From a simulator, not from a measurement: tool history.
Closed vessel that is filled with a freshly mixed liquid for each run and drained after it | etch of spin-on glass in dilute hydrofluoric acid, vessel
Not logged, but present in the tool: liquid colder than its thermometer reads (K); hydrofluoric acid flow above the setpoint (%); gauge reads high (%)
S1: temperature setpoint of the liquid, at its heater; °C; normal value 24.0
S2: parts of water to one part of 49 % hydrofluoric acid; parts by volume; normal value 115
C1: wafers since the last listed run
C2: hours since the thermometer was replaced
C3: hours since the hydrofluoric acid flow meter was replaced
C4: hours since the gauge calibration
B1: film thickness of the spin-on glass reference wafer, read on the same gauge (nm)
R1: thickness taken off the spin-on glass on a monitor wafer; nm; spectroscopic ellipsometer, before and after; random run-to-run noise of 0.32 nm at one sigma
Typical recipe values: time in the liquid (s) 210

{"run": 1, "hour": 0.0, "S1": 24.0, "S2": 145, "time in the liquid (s)": 210, "C1": 0, "C2": 2196.6, "C3": 1452.1, "C4": 653.5, "B1": 29.97, "R1": 36.57}
{"run": 2, "hour": 13.7, "S1": 24.0, "S2": 115, "time in the liquid (s)": 210, "C1": 1706, "C2": 2210.3, "C3": 1465.8, "C4": 667.2, "B1": 30.06, "R1": 46.78}
{"hour": 15.8, "done": "gauge calibrated"}
{"run": 3, "hour": 30.9, "S1": 24.0, "S2": 115, "time in the liquid (s)": 210, "C1": 2142, "C2": 2227.5, "C3": 1483.0, "C4": 15.1, "B1": 29.95, "R1": 47.11}
{"run": 4, "hour": 39.5, "S1": 24.0, "S2": 115, "time in the liquid (s)": 210, "C1": 1071, "C2": 2236.1, "C3": 1491.6, "C4": 23.7, "B1": 30.0, "R1": 47.38}
{"run": 5, "hour": 52.2, "S1": 24.0, "S2": 115, "time in the liquid (s)": 210, "C1": 1581, "C2": 2248.8, "C3": 1504.3, "C4": 36.4, "B1": 30.02, "R1": 47.16}
{"run": 6, "hour": 65.3, "S1": 24.0, "S2": 115, "time in the liquid (s)": 210, "C1": 1631, "C2": 2261.9, "C3": 1517.4, "C4": 49.5, "B1": 30.01, "R1": 47.11}
{"run": 7, "hour": 72.0, "S1": 25.0, "S2": 115, "time in the liquid (s)": 210, "C1": 834, "C2": 2268.6, "C3": 1524.1, "C4": 56.2, "B1": 29.98, "R1": 48.96}
{"run": 8, "hour": 85.3, "S1": 25.0, "S2": 115, "time in the liquid (s)": 210, "C1": 1656, "C2": 2281.9, "C3": 1537.4, "C4": 69.5, "B1": 30.03, "R1": 48.76}
{"run": 9, "hour": 98.6, "S1": 24.0, "S2": 115, "time in the liquid (s)": 165, "C1": 1656, "C2": 2295.2, "C3": 1550.7, "C4": 82.8, "B1": 30.01, "R1": 37.19}
{"run": 10, "hour": 106.9, "S1": 24.0, "S2": 165, "time in the liquid (s)": 255, "C1": 1033, "C2": 2303.5, "C3": 1559.0, "C4": 91.1, "B1": 30.01, "R1": 38.04}
{"run": 11, "hour": 127.7, "S1": 24.0, "S2": 115, "time in the liquid (s)": 315, "C1": 2590, "C2": 2324.3, "C3": 1579.8, "C4": 111.9, "B1": 30.06, "R1": 71.05}
{"run": 12, "hour": 135.9, "S1": 27.0, "S2": 80, "time in the liquid (s)": 160, "C1": 1021, "C2": 2332.5, "C3": 1588.0, "C4": 120.1, "B1": 30.01, "R1": 60.79}
{"run": 13, "hour": 147.1, "S1": 28.0, "S2": 170, "time in the liquid (s)": 150, "C1": 1395, "C2": 2343.7, "C3": 1599.2, "C4": 131.3, "B1": 30.05, "R1": 24.9}
{"run": 14, "hour": 162.4, "S1": 27.0, "S2": 60, "time in the liquid (s)": 290, "C1": 1905, "C2": 2359.0, "C3": 1614.5, "C4": 146.6, "B1": 29.97, "R1": 151.01}
{"hour": 192.5, "done": "hydrofluoric acid flow meter replaced"}
{"run": 15, "hour": 198.0, "S1": 22.0, "S2": 115, "time in the liquid (s)": 210, "C1": 4309, "C2": 2394.6, "C3": 5.5, "C4": 182.2, "B1": 29.99, "R1": 43.51}
{"run": 16, "hour": 208.3, "S1": 24.0, "S2": 115, "time in the liquid (s)": 255, "C1": 1282, "C2": 2404.9, "C3": 15.8, "C4": 192.5, "B1": 29.98, "R1": 56.85}
{"run": 17, "hour": 215.7, "S1": 22.5, "S2": 170, "time in the liquid (s)": 140, "C1": 921, "C2": 2412.3, "C3": 23.2, "C4": 199.9, "B1": 29.96, "R1": 18.81}
{"run": 18, "hour": 223.4, "S1": 28.0, "S2": 70, "time in the liquid (s)": 95, "C1": 959, "C2": 2420.0, "C3": 30.9, "C4": 207.6, "B1": 29.99, "R1": 43.26}
{"run": 19, "hour": 241.3, "S1": 22.0, "S2": 140, "time in the liquid (s)": 290, "C1": 2229, "C2": 2437.9, "C3": 48.8, "C4": 225.5, "B1": 30.0, "R1": 47.98}
{"hour": 249.8, "done": "thermometer replaced"}
{"run": 20, "hour": 271.9, "S1": 27.0, "S2": 60, "time in the liquid (s)": 290, "C1": 3687, "C2": 22.1, "C3": 79.4, "C4": 256.1, "B1": 29.99, "R1": 163.0}
{"run": 21, "hour": 285.1, "S1": 24.0, "S2": 145, "time in the liquid (s)": 130, "C1": 1644, "C2": 35.3, "C3": 92.6, "C4": 269.3, "B1": 29.95, "R1": 24.37}
{"run": 22, "hour": 294.5, "S1": 24.0, "S2": 115, "time in the liquid (s)": 210, "C1": 1170, "C2": 44.7, "C3": 102.0, "C4": 278.7, "B1": 30.0, "R1": 51.23}
{"run": 23, "hour": 301.1, "S1": 27.0, "S2": 145, "time in the liquid (s)": 260, "C1": 822, "C2": 51.3, "C3": 108.6, "C4": 285.3, "B1": 29.97, "R1": 54.31}
{"run": 24, "hour": 307.3, "S1": 24.0, "S2": 55, "time in the liquid (s)": 305, "C1": 772, "C2": 57.5, "C3": 114.8, "C4": 291.5, "B1": 29.99, "R1": 167.1}
{"run": 25, "hour": 322.2, "S1": 28.5, "S2": 115, "time in the liquid (s)": 210, "C1": 1855, "C2": 72.4, "C3": 129.7, "C4": 306.4, "B1": 30.0, "R1": 60.76}
{"run": 26, "hour": 329.5, "S1": 24.0, "S2": 170, "time in the liquid (s)": 210, "C1": 909, "C2": 79.7, "C3": 137.0, "C4": 313.7, "B1": 29.97, "R1": 32.29}
{"run": 27, "hour": 335.9, "S1": 24.0, "S2": 115, "time in the liquid (s)": 210, "C1": 797, "C2": 86.1, "C3": 143.4, "C4": 320.1, "B1": 30.0, "R1": 51.85}
{"run": 28, "hour": 389.5, "S1": 28.5, "S2": 85, "time in the liquid (s)": 310, "C1": 6676, "C2": 139.7, "C3": 197.0, "C4": 373.7, "B1": 30.03, "R1": 126.66}
{"run": 29, "hour": 401.3, "S1": 24.0, "S2": 115, "time in the liquid (s)": 125, "C1": 1469, "C2": 151.5, "C3": 208.8, "C4": 385.5, "B1": 29.96, "R1": 30.6}
{"run": 30, "hour": 418.5, "S1": 24.0, "S2": 115, "time in the liquid (s)": 210, "C1": 2142, "C2": 168.7, "C3": 226.0, "C4": 402.7, "B1": 30.02, "R1": 51.75}
{"run": 31, "hour": 425.3, "S1": 27.0, "S2": 175, "time in the liquid (s)": 175, "C1": 847, "C2": 175.5, "C3": 232.8, "C4": 409.5, "B1": 30.0, "R1": 29.36}
{"run": 32, "hour": 432.3, "S1": 24.0, "S2": 135, "time in the liquid (s)": 330, "C1": 871, "C2": 182.5, "C3": 239.8, "C4": 416.5, "B1": 29.98, "R1": 66.32}
{"run": 33, "hour": 443.5, "S1": 21.0, "S2": 60, "time in the liquid (s)": 150, "C1": 1395, "C2": 193.7, "C3": 251.0, "C4": 427.7, "B1": 30.0, "R1": 66.13}
{"run": 34, "hour": 450.9, "S1": 27.0, "S2": 150, "time in the liquid (s)": 260, "C1": 921, "C2": 201.1, "C3": 258.4, "C4": 435.1, "B1": 30.03, "R1": 52.74}

Each row is a separate what-if for the run after 34, all from the same tool condition, not one after another. Results?
{"run": "A", "hour": 451.6, "S1": 24.0, "S2": 115, "time in the liquid (s)": 210, "C1": 87, "C2": 201.8, "C3": 259.1, "C4": 435.8, "B1": "?", "R1": "?"}
{"run": "B", "hour": 451.6, "S1": 24.0, "S2": 135, "time in the liquid (s)": 285, "C1": 87, "C2": 201.8, "C3": 259.1, "C4": 435.8, "B1": "?", "R1": "?"}
{"run": "C", "hour": 451.6, "S1": 26.5, "S2": 85, "time in the liquid (s)": 140, "C1": 87, "C2": 201.8, "C3": 259.1, "C4": 435.8, "B1": "?", "R1": "?"}
{"run": "D", "hour": 451.6, "S1": 20.5, "S2": 90, "time in the liquid (s)": 115, "C1": 87, "C2": 201.8, "C3": 259.1, "C4": 435.8, "B1": "?", "R1": "?"}

run=A B1=30.00 R1=51.05
run=B B1=30.00 R1=57.64
run=C B1=30.00 R1=52.74
run=D B1=30.00 R1=31.94
With the hidden condition removed and each run's random variation left untouched, the same runs would have given:
run=A R1=51.65
run=B R1=58.32
run=C R1=53.37
run=D R1=32.34
